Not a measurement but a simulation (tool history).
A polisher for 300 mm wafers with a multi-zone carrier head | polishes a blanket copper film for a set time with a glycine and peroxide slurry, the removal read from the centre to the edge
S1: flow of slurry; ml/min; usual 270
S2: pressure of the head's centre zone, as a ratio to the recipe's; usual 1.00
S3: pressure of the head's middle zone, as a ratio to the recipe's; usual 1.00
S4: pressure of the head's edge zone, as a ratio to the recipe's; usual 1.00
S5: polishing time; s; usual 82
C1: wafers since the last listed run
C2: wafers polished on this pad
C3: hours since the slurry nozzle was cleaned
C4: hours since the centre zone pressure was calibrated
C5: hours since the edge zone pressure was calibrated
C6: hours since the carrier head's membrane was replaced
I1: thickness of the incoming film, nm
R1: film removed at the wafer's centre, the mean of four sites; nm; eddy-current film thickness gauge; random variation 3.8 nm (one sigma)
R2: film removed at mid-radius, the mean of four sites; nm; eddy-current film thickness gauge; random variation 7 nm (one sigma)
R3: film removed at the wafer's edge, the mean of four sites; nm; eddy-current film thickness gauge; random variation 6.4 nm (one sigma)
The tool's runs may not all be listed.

run,hour,S1,S2,S3,S4,S5,C1,C2,C3,C4,C5,C6,I1,R1,R2,R3
1,0.0,270,1.11,0.89,0.93,82,0,987,514.4,253.4,713.7,1025.9,2256.1,522.8,443.5,465.8
# hour 86.4: edge zone pressure recalibrated
2,90.5,270,1.03,1.00,0.92,93,1211,2199,604.9,343.9,4.1,1116.4,2281.6,539.3,521.5,522.7
# hour 155.3: carrier head's membrane replaced by a new one
3,155.8,270,1.07,1.00,1.00,82,825,3024,670.2,409.2,69.4,0.5,2271.6,483.6,450.1,461.6
4,206.9,270,0.91,1.07,1.04,53,699,3723,721.3,460.3,120.5,51.6,2267.6,262.1,301.5,310.6
5,253.0,230,1.00,1.06,1.05,82,630,4354,767.4,506.4,166.6,97.7,2259.4,414.0,432.8,454.6
# hour 286.7: slurry nozzle cleaned
6,306.7,340,1.00,0.95,0.91,74,721,5076,20.0,560.1,220.3,151.4,2275.6,456.8,435.2,442.0
7,376.4,270,1.00,1.00,1.00,82,954,6030,89.7,629.8,290.0,221.1,2294.6,480.3,481.9,490.6
8,430.5,315,1.00,1.08,0.91,82,740,6770,143.8,683.9,344.1,275.2,2257.5,489.6,516.5,476.3
9,517.7,270,1.00,0.92,1.10,54,1193,7964,231.0,771.1,431.3,362.4,2239.9,315.7,292.9,334.7
# hour 547.4: centre zone pressure recalibrated
10,558.8,270,1.00,1.00,1.00,102,535,8499,272.1,11.4,472.4,403.5,2289.9,603.9,602.2,616.1
11,658.6,185,1.00,1.00,1.00,82,1366,9865,371.9,111.2,572.2,503.3,2255.4,448.9,448.1,472.6
# hour 724.3: worn pad replaced by a new one
12,744.5,270,0.97,1.00,1.00,82,1121,276,457.8,197.1,658.1,589.2,2308.4,466.1,461.9,483.3
13,852.3,340,1.00,1.11,1.00,97,1475,1751,565.6,304.9,765.9,697.0,2270.5,574.3,602.4,581.6
14,907.1,270,1.00,0.96,1.00,82,750,2501,620.4,359.7,820.7,751.8,2255.7,457.4,458.0,474.9
# hour 947.2: edge zone pressure recalibrated
15,962.1,270,1.00,1.00,1.00,82,725,3227,675.4,414.7,14.9,806.8,2267.4,454.7,459.9,470.1
16,1056.2,270,1.00,1.00,1.00,82,1287,4515,769.5,508.8,109.0,900.9,2275.2,442.6,438.0,451.2
# hour 1096.1: slurry nozzle cleaned
17,1119.5,315,1.00,1.08,0.91,82,852,5367,23.4,572.1,172.3,964.2,2274.5,495.8,517.5,471.3
18,1210.6,270,1.00,1.00,0.89,82,1246,6614,114.5,663.2,263.4,1055.3,2258.5,487.9,484.2,470.1
# hour 1229.4: centre zone pressure recalibrated
19,1258.9,190,1.00,1.00,1.05,82,633,7248,162.8,29.5,311.7,1103.6,2264.6,459.9,457.7,489.0
20,1317.6,270,0.89,1.07,1.00,82,803,8051,221.5,88.2,370.4,1162.3,2297.2,429.5,495.0,487.6
21,1399.9,270,1.00,1.00,1.00,92,1126,9178,303.8,170.5,452.7,1244.6,2295.0,543.0,536.9,557.6
22,1485.2,355,1.00,1.09,1.00,82,1167,10345,389.1,255.8,538.0,1329.9,2260.0,499.5,512.8,488.0

4 ways to go on from here, each from the tool as it stands after run 22. What would each give?
A,1485.6,270,1.00,1.06,1.00,82,5,10351,389.5,256.2,538.4,1330.3,2235.5,?,?,?
B,1485.6,270,1.04,0.89,1.00,82,5,10351,389.5,256.2,538.4,1330.3,2235.5,?,?,?
C,1485.6,270,1.00,1.00,1.00,61,5,10351,389.5,256.2,538.4,1330.3,2235.5,?,?,?
D,1485.6,345,1.00,1.00,1.00,66,5,10351,389.5,256.2,538.4,1330.3,2235.5,?,?,?

run,R1,R2,R3
A,474.8,493.7,493.3
B,493.6,446.3,494.1
C,353.1,354.8,367.2
D,394.5,395.1,406.1
Without the tool's hidden state the same runs would have given:
run,R1,R2,R3
A,483.1,501.4,499.1
B,502.1,453.2,499.9
C,359.3,360.4,371.5
D,399.7,399.9,409.8
